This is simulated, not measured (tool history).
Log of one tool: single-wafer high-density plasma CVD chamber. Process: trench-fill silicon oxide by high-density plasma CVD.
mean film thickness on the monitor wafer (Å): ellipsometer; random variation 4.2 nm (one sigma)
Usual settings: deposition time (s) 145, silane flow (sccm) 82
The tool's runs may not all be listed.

run   hour  deposition time (s)  silane flow (sccm)  read-back reference wafer on the same gauge, thickness_nm  mean film thickness on the monitor wafer (Å)
  1    0.0                  126                  82                                                   1321.633                                      10682.56
  2    8.4                  145                  88                                                   1319.299                                      13257.12
  3   14.7                  145                  88                                                   1321.057                                      13208.59
  4   24.6                  145                  88                                                   1319.978                                      13245.33
  5   31.9                  160                  82                                                   1319.788                                      13549.15
  6   38.0                  145                  82                                                   1320.145                                      12262.11
  7   53.3                  145                  82                                                   1319.899                                      12367.38
  8   63.9                  145                  82                                                   1320.137                                      12237.18
  9   75.1                  145                  82                                                   1321.996                                      12273.89
 10   90.3                  122                  82                                                   1321.151                                      10319.68
 11  103.7                  122                  82                                                   1320.364                                      10378.71
 12  119.0                  122                  82                                                   1318.049                                      10360.19
 13  125.7                  119                  82                                                   1320.890                                      10150.96
 14  131.9                  166                  82                                                   1320.147                                      14080.00
     139.4  -- gauge calibrated
 15  141.3                  133                  82                                                   1319.185                                      11296.55
     156.5  -- silane flow controller replaced
 16  157.0                  129                  97                                                   1321.582                                      12917.73
 17  167.9                  116                  93                                                   1319.784                                      11087.69
 18  184.2                  145                  82                                                   1321.003                                      12370.89
 19  190.3                  145                  82                                                   1320.136                                      12328.50
 20  198.1                  174                  75                                                   1319.133                                      13456.83
 21  207.4                  156                  74                                                   1320.303                                      11851.24
 22  217.2                  145                  82                                                   1319.467                                      12286.62
 23  223.3                  145                  82                                                   1320.921                                      12299.09
 24  231.6                  128                  95                                                   1319.772                                      12540.24
 25  248.7                  136                  95                                                   1320.066                                      13371.53

3 ways to go on from here, each from the tool as it stands after run 25. What would each give?
  A  249.1                  169                  82                                                          ?                                             ?
  B  249.1                  118                  66                                                          ?                                             ?
  C  249.1                  169                  71                                                          ?                                             ?

run  read-back reference wafer on the same gauge, thickness_nm  mean film thickness on the monitor wafer (Å)
  A                                                   1320.643                                      14399.29
  B                                                   1320.643                                       8092.19
  C                                                   1320.643                                      12467.67
Without the tool's hidden state the same runs would have given:
run  mean film thickness on the monitor wafer (Å)
  A                                      14399.29
  B                                       8092.19
  C                                      12467.67

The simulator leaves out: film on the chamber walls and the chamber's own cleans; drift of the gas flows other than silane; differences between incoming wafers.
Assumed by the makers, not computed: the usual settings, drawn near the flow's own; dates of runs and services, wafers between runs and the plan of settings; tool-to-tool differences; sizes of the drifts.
